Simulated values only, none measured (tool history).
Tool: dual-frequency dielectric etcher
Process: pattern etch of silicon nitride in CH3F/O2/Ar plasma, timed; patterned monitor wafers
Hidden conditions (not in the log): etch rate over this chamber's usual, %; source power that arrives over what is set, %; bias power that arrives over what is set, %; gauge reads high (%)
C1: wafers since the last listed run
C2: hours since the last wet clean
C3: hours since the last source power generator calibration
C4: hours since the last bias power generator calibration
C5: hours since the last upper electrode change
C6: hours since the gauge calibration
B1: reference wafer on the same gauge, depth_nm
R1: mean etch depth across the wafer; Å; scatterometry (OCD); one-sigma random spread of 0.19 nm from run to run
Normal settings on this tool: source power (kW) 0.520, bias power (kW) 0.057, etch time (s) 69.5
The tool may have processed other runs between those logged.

run 1 hour=0.0 | source_power_(kW)=0.520 bias_power_(kW)=0.057 etch_time_(s)=69.5 | C1=0 C2=360.9 C3=3640.8 C4=1305.4 C5=1391.2 C6=318.0 | B1=45.15 | R1=445.5
-- hour=37.2 wet clean of the chamber
run 2 hour=97.6 | source_power_(kW)=0.520 bias_power_(kW)=0.057 etch_time_(s)=69.5 | C1=693 C2=60.4 C3=3738.4 C4=1403.0 C5=1488.8 C6=415.6 | B1=45.21 | R1=446.7
run 3 hour=248.6 | source_power_(kW)=0.520 bias_power_(kW)=0.057 etch_time_(s)=69.5 | C1=1422 C2=211.4 C3=3889.4 C4=1554.0 C5=1639.8 C6=566.6 | B1=45.18 | R1=445.0
run 4 hour=311.5 | source_power_(kW)=0.520 bias_power_(kW)=0.061 etch_time_(s)=69.5 | C1=592 C2=274.3 C3=3952.3 C4=1616.9 C5=1702.7 C6=629.5 | B1=45.21 | R1=451.9
run 5 hour=345.0 | source_power_(kW)=0.520 bias_power_(kW)=0.061 etch_time_(s)=69.5 | C1=315 C2=307.8 C3=3985.8 C4=1650.4 C5=1736.2 C6=663.0 | B1=45.19 | R1=458.1
-- hour=378.4 gauge calibrated
-- hour=434.3 wet clean of the chamber
run 6 hour=434.8 | source_power_(kW)=0.520 bias_power_(kW)=0.061 etch_time_(s)=69.5 | C1=619 C2=0.5 C3=4075.6 C4=1740.2 C5=1826.0 C6=56.4 | B1=45.13 | R1=454.0
-- hour=484.6 upper electrode replaced
run 7 hour=485.1 | source_power_(kW)=0.520 bias_power_(kW)=0.057 etch_time_(s)=69.5 | C1=247 C2=50.8 C3=4125.9 C4=1790.5 C5=0.5 C6=106.7 | B1=45.22 | R1=446.8
-- hour=501.9 bias power generator calibrated
run 8 hour=516.1 | source_power_(kW)=0.520 bias_power_(kW)=0.057 etch_time_(s)=69.5 | C1=254 C2=81.8 C3=4156.9 C4=14.2 C5=31.5 C6=137.7 | B1=45.25 | R1=445.4
run 9 hour=585.0 | source_power_(kW)=0.520 bias_power_(kW)=0.057 etch_time_(s)=69.5 | C1=649 C2=150.7 C3=4225.8 C4=83.1 C5=100.4 C6=206.6 | B1=45.20 | R1=442.5
run 10 hour=632.2 | source_power_(kW)=0.520 bias_power_(kW)=0.057 etch_time_(s)=69.5 | C1=444 C2=197.9 C3=4273.0 C4=130.3 C5=147.6 C6=253.8 | B1=45.21 | R1=446.0
-- hour=738.4 source power generator calibrated
run 11 hour=753.5 | source_power_(kW)=0.520 bias_power_(kW)=0.057 etch_time_(s)=69.5 | C1=1104 C2=319.2 C3=15.1 C4=251.6 C5=268.9 C6=375.1 | B1=45.23 | R1=441.9
-- hour=817.1 wet clean of the chamber
run 12 hour=817.6 | source_power_(kW)=0.520 bias_power_(kW)=0.057 etch_time_(s)=51.5 | C1=377 C2=0.5 C3=79.2 C4=315.7 C5=333.0 C6=439.2 | B1=45.12 | R1=327.9
run 13 hour=874.7 | source_power_(kW)=0.400 bias_power_(kW)=0.061 etch_time_(s)=53.0 | C1=537 C2=57.6 C3=136.3 C4=372.8 C5=390.1 C6=496.3 | B1=45.27 | R1=307.8
run 14 hour=899.5 | source_power_(kW)=0.450 bias_power_(kW)=0.057 etch_time_(s)=69.5 | C1=233 C2=82.4 C3=161.1 C4=397.6 C5=414.9 C6=521.1 | B1=45.30 | R1=416.0
run 15 hour=968.6 | source_power_(kW)=0.590 bias_power_(kW)=0.044 etch_time_(s)=76.0 | C1=650 C2=151.5 C3=230.2 C4=466.7 C5=484.0 C6=590.2 | B1=45.32 | R1=473.1
run 16 hour=998.3 | source_power_(kW)=0.630 bias_power_(kW)=0.053 etch_time_(s)=78.5 | C1=279 C2=181.2 C3=259.9 C4=496.4 C5=513.7 C6=619.9 | B1=45.18 | R1=532.4
-- hour=1006.1 gauge calibrated
run 17 hour=1038.6 | source_power_(kW)=0.620 bias_power_(kW)=0.057 etch_time_(s)=78.0 | C1=379 C2=221.5 C3=300.2 C4=536.7 C5=554.0 C6=32.5 | B1=45.19 | R1=543.6
run 18 hour=1068.3 | source_power_(kW)=0.520 bias_power_(kW)=0.068 etch_time_(s)=50.5 | C1=279 C2=251.2 C3=329.9 C4=566.4 C5=583.7 C6=62.2 | B1=45.14 | R1=343.0
run 19 hour=1099.7 | source_power_(kW)=0.430 bias_power_(kW)=0.066 etch_time_(s)=55.5 | C1=295 C2=282.6 C3=361.3 C4=597.8 C5=615.1 C6=93.6 | B1=45.21 | R1=343.1
run 20 hour=1140.5 | source_power_(kW)=0.520 bias_power_(kW)=0.057 etch_time_(s)=69.5 | C1=384 C2=323.4 C3=402.1 C4=638.6 C5=655.9 C6=134.4 | B1=45.22 | R1=446.2
-- hour=1180.7 wet clean of the chamber
run 21 hour=1201.7 | source_power_(kW)=0.520 bias_power_(kW)=0.057 etch_time_(s)=62.0 | C1=350 C2=21.0 C3=463.3 C4=699.8 C5=717.1 C6=195.6 | B1=45.19 | R1=396.7
run 22 hour=1245.1 | source_power_(kW)=0.520 bias_power_(kW)=0.057 etch_time_(s)=69.5 | C1=408 C2=64.4 C3=506.7 C4=743.2 C5=760.5 C6=239.0 | B1=45.30 | R1=443.1
run 23 hour=1286.8 | source_power_(kW)=0.520 bias_power_(kW)=0.057 etch_time_(s)=69.5 | C1=392 C2=106.1 C3=548.4 C4=784.9 C5=802.2 C6=280.7 | B1=45.11 | R1=440.8

Here are 4 independent what-if runs from the current tool condition. What would each one return?
run A hour=1287.2 | source_power_(kW)=0.520 bias_power_(kW)=0.057 etch_time_(s)=69.5 | C1=3 C2=106.5 C3=548.8 C4=785.3 C5=802.6 C6=281.1 | B1=? | R1=?
run B hour=1287.2 | source_power_(kW)=0.590 bias_power_(kW)=0.061 etch_time_(s)=86.0 | C1=3 C2=106.5 C3=548.8 C4=785.3 C5=802.6 C6=281.1 | B1=? | R1=?
run C hour=1287.2 | source_power_(kW)=0.580 bias_power_(kW)=0.065 etch_time_(s)=69.5 | C1=3 C2=106.5 C3=548.8 C4=785.3 C5=802.6 C6=281.1 | B1=? | R1=?
run D hour=1287.2 | source_power_(kW)=0.480 bias_power_(kW)=0.057 etch_time_(s)=77.5 | C1=3 C2=106.5 C3=548.8 C4=785.3 C5=802.6 C6=281.1 | B1=? | R1=?

run=A B1=45.24 R1=445.4
run=B B1=45.24 R1=596.0
run=C B1=45.24 R1=488.6
run=D B1=45.24 R1=479.4
With the hidden condition removed and each run's random variation left untouched, the same runs would have given:
run=A R1=445.4
run=B R1=596.0
run=C R1=488.6
run=D R1=479.4

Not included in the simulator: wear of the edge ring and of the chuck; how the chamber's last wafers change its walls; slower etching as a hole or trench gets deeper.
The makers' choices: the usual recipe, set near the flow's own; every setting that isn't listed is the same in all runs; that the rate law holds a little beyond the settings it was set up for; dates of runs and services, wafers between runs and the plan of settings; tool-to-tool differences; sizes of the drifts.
